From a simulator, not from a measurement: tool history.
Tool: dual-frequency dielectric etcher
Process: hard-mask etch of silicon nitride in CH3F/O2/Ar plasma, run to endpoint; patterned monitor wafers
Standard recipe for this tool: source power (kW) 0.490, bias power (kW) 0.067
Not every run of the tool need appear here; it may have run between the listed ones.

run,hour,source power (kW),bias power (kW),"incoming incoming film thickness, nm",endpoint time (s)
1,0.0,0.490,0.067,40.34,54.7
# hour 72.1: wet clean of the chamber
2,73.8,0.490,0.067,40.14,52.4
3,132.2,0.490,0.067,40.05,52.4
4,194.9,0.490,0.067,39.94,52.6
5,284.8,0.490,0.067,40.46,53.5
6,377.9,0.490,0.067,40.33,53.9
7,459.4,0.490,0.067,40.52,54.3
8,548.2,0.490,0.067,39.69,53.6
# hour 597.5: wet clean of the chamber
9,601.2,0.490,0.067,40.22,52.4
# hour 625.1: bias power generator calibrated
10,642.1,0.490,0.058,40.42,54.9
11,749.5,0.600,0.067,40.08,48.7
# hour 801.2: source power generator calibrated
12,802.6,0.580,0.067,40.31,50.3
13,871.4,0.600,0.083,40.46,46.8
14,932.6,0.490,0.067,40.02,53.2
15,1017.8,0.610,0.077,40.16,47.7
16,1074.8,0.490,0.067,40.72,55.1
# hour 1139.2: upper electrode replaced
# hour 1170.3: wet clean of the chamber
17,1369.2,0.520,0.084,39.94,48.3
18,1421.4,0.600,0.057,40.36,51.0
19,1511.6,0.540,0.058,40.35,53.8
20,1571.5,0.490,0.067,39.97,53.9

Pick out some run-to-run changes in endpoint time (s). Of each, how much would a tool without hidden state show as well, from the settings, what came in and chance, and how much is left for the hidden state and any gauge scatter not in both results compared?
Unlogged tool condition in this case: etch rate over this chamber's usual, %; source power that arrives over what is set, %; bias power that arrives over what is set, %.
Run 1 -> 2: wet clean of the chamber. endpoint time (s) -2.3: hidden state -2.1, all else -0.2.
Run 8 -> 9: wet clean of the chamber. endpoint time (s) -1.2: hidden state -1.7, all else +0.5.
Run 15 -> 16: source power (kW) 0.610 -> 0.490, bias power (kW) 0.077 -> 0.067. endpoint time (s) +7.4: hidden state +0.5, all else +6.9.
Run 16 -> 17: source power (kW) 0.490 -> 0.520, bias power (kW) 0.067 -> 0.084, upper electrode replaced, wet clean of the chamber. endpoint time (s) -6.8: hidden state -1.5, all else -5.3.
